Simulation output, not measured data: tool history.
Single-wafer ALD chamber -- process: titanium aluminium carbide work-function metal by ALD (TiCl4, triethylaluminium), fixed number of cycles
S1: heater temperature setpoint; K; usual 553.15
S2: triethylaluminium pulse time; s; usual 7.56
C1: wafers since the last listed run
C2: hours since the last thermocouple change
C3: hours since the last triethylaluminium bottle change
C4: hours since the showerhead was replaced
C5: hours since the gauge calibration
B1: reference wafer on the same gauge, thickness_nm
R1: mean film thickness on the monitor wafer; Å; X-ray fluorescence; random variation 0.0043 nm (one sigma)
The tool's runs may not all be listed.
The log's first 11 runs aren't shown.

run	hour	S1	S2	C1	C2	C3	C4	C5	B1	R1
12	305.3	553.15	7.56	258	1613.5	1654.9	8044.0	564.0	1.750	17.37
13	401.2	563.15	7.56	1433	1709.4	1750.8	8139.9	659.9	1.750	18.11
14	415.9	558.15	5.52	219	1724.1	1765.5	8154.6	674.6	1.750	16.44
15	451.6	553.15	7.56	533	1759.8	1801.2	8190.3	710.3	1.750	17.31
# hour 460.2: showerhead replaced
16	468.6	560.15	7.56	134	1776.8	1818.2	8.4	727.3	1.751	17.93
17	488.5	557.15	8.57	297	1796.7	1838.1	28.3	747.2	1.750	18.13
18	583.5	553.15	7.56	1420	1891.7	1933.1	123.3	842.2	1.750	17.45
# hour 621.0: thermocouple changed; heater temperature recalibrated
19	621.5	553.15	7.56	448	0.5	1971.1	161.3	880.2	1.750	17.14
# hour 678.2: triethylaluminium bottle replaced
20	685.9	568.15	10.04	843	64.9	7.7	225.7	944.6	1.750	18.89
21	714.7	539.15	6.33	430	93.7	36.5	254.5	973.4	1.749	15.53
22	727.4	553.15	7.56	189	106.4	49.2	267.2	986.1	1.749	17.18
23	744.1	553.15	9.11	249	123.1	65.9	283.9	1002.8	1.748	17.69
24	775.1	553.15	7.56	463	154.1	96.9	314.9	1033.8	1.750	17.15
# hour 784.5: gauge calibrated
25	806.5	566.15	5.73	469	185.5	128.3	346.3	22.0	1.749	16.94
26	841.4	541.15	6.48	521	220.4	163.2	381.2	56.9	1.749	15.77
27	874.5	553.15	7.56	494	253.5	196.3	414.3	90.0	1.750	17.12
28	902.4	553.15	7.56	417	281.4	224.2	442.2	117.9	1.750	17.16
29	932.5	568.15	8.75	449	311.5	254.3	472.3	148.0	1.749	18.66
30	950.1	560.15	9.83	263	329.1	271.9	489.9	165.6	1.751	18.45
31	983.5	553.15	7.56	499	362.5	305.3	523.3	199.0	1.750	17.12
32	1008.6	544.15	9.74	375	387.6	330.4	548.4	224.1	1.750	17.10
33	1026.4	538.15	10.12	266	405.4	348.2	566.2	241.9	1.749	16.87
34	1056.4	553.15	7.56	448	435.4	378.2	596.2	271.9	1.750	17.17

Consider 3 possible next runs. They are alternatives, not a sequence: every one starts from the tool as it was left by run 34. What does each give?
A	1056.8	553.15	7.56	5	435.8	378.6	596.6	272.3	?	?
B	1056.8	553.15	4.78	5	435.8	378.6	596.6	272.3	?	?
C	1056.8	561.15	5.80	5	435.8	378.6	596.6	272.3	?	?

run	B1	R1
A	1.750	17.19
B	1.750	15.24
C	1.750	16.69
Without the tool's unlogged condition, the same runs would have read:
run	R1
A	17.12
B	15.17
C	16.62
